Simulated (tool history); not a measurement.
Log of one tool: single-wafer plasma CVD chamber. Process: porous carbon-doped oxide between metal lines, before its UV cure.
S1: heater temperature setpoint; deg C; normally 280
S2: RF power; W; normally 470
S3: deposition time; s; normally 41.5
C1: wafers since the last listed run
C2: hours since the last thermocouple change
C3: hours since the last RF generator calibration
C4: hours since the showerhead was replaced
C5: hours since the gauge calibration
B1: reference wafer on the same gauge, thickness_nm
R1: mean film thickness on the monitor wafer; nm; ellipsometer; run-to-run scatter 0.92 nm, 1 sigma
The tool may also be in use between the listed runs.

Run 1, hour 0.0: usual settings but S1 286 deg C; C1 0; C2 1056.4; C3 1833.1; C4 2601.0; C5 497.8; B1 231.886. Result: R1 203.958 nm.
Run 2, hour 6.0: usual settings but S1 286 deg C; C1 138; C2 1062.4; C3 1839.1; C4 2607.0; C5 503.8; B1 231.950. Result: R1 203.244 nm.
Run 3, hour 21.6: usual settings; C1 358; C2 1078.0; C3 1854.7; C4 2622.6; C5 519.4; B1 231.810. Result: R1 211.780 nm.
Run 4, hour 30.3: usual settings but S2 490 W; C1 200; C2 1086.7; C3 1863.4; C4 2631.3; C5 528.1; B1 232.079. Result: R1 220.470 nm.
Run 5, hour 40.3: usual settings but S2 490 W; C1 230; C2 1096.7; C3 1873.4; C4 2641.3; C5 538.1; B1 232.052. Result: R1 219.688 nm.
Run 6, hour 50.0: usual settings but S1 272 deg C; C1 223; C2 1106.4; C3 1883.1; C4 2651.0; C5 547.8; B1 231.919. Result: R1 226.952 nm.
Run 7, hour 63.5: usual settings but S1 272 deg C; C1 310; C2 1119.9; C3 1896.6; C4 2664.5; C5 561.3; B1 231.944. Result: R1 225.560 nm.
Run 8, hour 78.4: usual settings but S1 272 deg C; C1 342; C2 1134.8; C3 1911.5; C4 2679.4; C5 576.2; B1 231.945. Result: R1 226.480 nm.
At hour 88.5: gauge calibrated.
Run 9, hour 92.2: usual settings; C1 317; C2 1148.6; C3 1925.3; C4 2693.2; C5 3.7; B1 231.886. Result: R1 211.656 nm.
Run 10, hour 109.8: usual settings; C1 404; C2 1166.2; C3 1942.9; C4 2710.8; C5 21.3; B1 232.062. Result: R1 212.864 nm.
Run 11, hour 121.1: usual settings; C1 260; C2 1177.5; C3 1954.2; C4 2722.1; C5 32.6; B1 231.842. Result: R1 211.650 nm.
At hour 131.4: thermocouple changed; heater temperature recalibrated.
At hour 135.8: showerhead replaced, of another model than before.
Run 12, hour 136.3: usual settings; C1 64; C2 4.9; C3 1969.4; C4 0.5; C5 47.8; B1 232.008. Result: R1 217.153 nm.
Run 13, hour 141.3: usual settings; C1 115; C2 9.9; C3 1974.4; C4 5.5; C5 52.8; B1 232.035. Result: R1 215.769 nm.
At hour 154.3: RF generator calibrated.
Run 14, hour 154.8: usual settings but S1 292 deg C, S2 545 W, S3 37.3 s; C1 126; C2 23.4; C3 0.5; C4 19.0; C5 66.3; B1 232.158. Result: R1 208.374 nm.
Run 15, hour 187.0: usual settings but S2 500 W; C1 740; C2 55.6; C3 32.7; C4 51.2; C5 98.5; B1 232.115. Result: R1 238.584 nm.
Run 16, hour 193.5: usual settings but S1 273 deg C, S3 47.1 s; C1 149; C2 62.1; C3 39.2; C4 57.7; C5 105.0; B1 231.861. Result: R1 273.696 nm.
Run 17, hour 210.2: usual settings but S1 272 deg C, S2 510 W, S3 34.6 s; C1 384; C2 78.8; C3 55.9; C4 74.4; C5 121.7; B1 231.833. Result: R1 214.373 nm.
Run 18, hour 225.5: usual settings but S1 265 deg C; C1 352; C2 94.1; C3 71.2; C4 89.7; C5 137.0; B1 231.956. Result: R1 257.050 nm.
Run 19, hour 243.1: usual settings but S1 290 deg C, S2 430 W, S3 49.0 s; C1 404; C2 111.7; C3 88.8; C4 107.3; C5 154.6; B1 231.880. Result: R1 236.030 nm.
Run 20, hour 259.3: usual settings but S3 34.4 s; C1 372; C2 127.9; C3 105.0; C4 123.5; C5 170.8; B1 231.969. Result: R1 191.307 nm.
Run 21, hour 271.8: usual settings but S2 510 W, S3 33.7 s; C1 287; C2 140.4; C3 117.5; C4 136.0; C5 183.3; B1 232.082. Result: R1 196.800 nm.
Run 22, hour 287.7: usual settings but S3 34.4 s; C1 365; C2 156.3; C3 133.4; C4 151.9; C5 199.2; B1 231.755. Result: R1 189.824 nm.
Run 23, hour 294.3: usual settings; C1 151; C2 162.9; C3 140.0; C4 158.5; C5 205.8; B1 231.965. Result: R1 226.503 nm.
Run 24, hour 308.2: usual settings but S1 266 deg C, S3 38.4 s; C1 319; C2 176.8; C3 153.9; C4 172.4; C5 219.7; B1 232.018. Result: R1 233.271 nm.
Run 25, hour 315.3: usual settings but S2 515 W; C1 163; C2 183.9; C3 161.0; C4 179.5; C5 226.8; B1 232.249. Result: R1 239.562 nm.
Run 26, hour 324.3: usual settings but S1 275 deg C, S2 495 W, S3 46.7 s; C1 207; C2 192.9; C3 170.0; C4 188.5; C5 235.8; B1 231.820. Result: R1 271.111 nm.
Run 27, hour 338.9: usual settings but S1 288 deg C, S2 395 W, S3 38.5 s; C1 335; C2 207.5; C3 184.6; C4 203.1; C5 250.4; B1 232.018. Result: R1 178.010 nm.
Run 28, hour 356.3: usual settings but S1 289 deg C, S2 555 W; C1 400; C2 224.9; C3 202.0; C4 220.5; C5 267.8; B1 232.006. Result: R1 235.357 nm.
Run 29, hour 374.0: usual settings but S1 267 deg C, S2 545 W, S3 49.6 s; C1 407; C2 242.6; C3 219.7; C4 238.2; C5 285.5; B1 231.966. Result: R1 323.266 nm.
Run 30, hour 381.1: usual settings but S1 294 deg C, S2 550 W, S3 35.2 s; C1 163; C2 249.7; C3 226.8; C4 245.3; C5 292.6; B1 231.771. Result: R1 191.792 nm.
Run 31, hour 398.8: usual settings; C1 407; C2 267.4; C3 244.5; C4 263.0; C5 310.3; B1 231.900. Result: R1 225.590 nm.
Run 32, hour 412.2: usual settings but S1 293 deg C, S2 410 W; C1 308; C2 280.8; C3 257.9; C4 276.4; C5 323.7; B1 232.068. Result: R1 188.097 nm.
Run 33, hour 419.8: usual settings but S2 380 W, S3 38.7 s; C1 174; C2 288.4; C3 265.5; C4 284.0; C5 331.3; B1 231.923. Result: R1 182.397 nm.

Hidden state, per run?
wafer temperature above the value expected at the setpoint (K): 0 across all the runs
gauge reads high (%): 0 across all the runs
H1: delivered RF power above the setpoint (%)
run      H1
  1   -9.14
  2   -9.14
  3   -9.15
  4   -9.16
  5   -9.16
  6   -9.17
  7   -9.18
  8   -9.19
  9   -9.19
 10    -9.2
 11   -9.21
 12   -9.22
 13   -9.22
 14  -0.961
 15   -1.39
 16   -1.48
 17   -1.69
 18   -1.88
 19   -2.09
 20   -2.28
 21   -2.43
 22    -2.6
 23   -2.68
 24   -2.83
 25    -2.9
 26      -3
 27   -3.15
 28   -3.32
 29   -3.49
 30   -3.56
 31   -3.73
 32   -3.85
 33   -3.92

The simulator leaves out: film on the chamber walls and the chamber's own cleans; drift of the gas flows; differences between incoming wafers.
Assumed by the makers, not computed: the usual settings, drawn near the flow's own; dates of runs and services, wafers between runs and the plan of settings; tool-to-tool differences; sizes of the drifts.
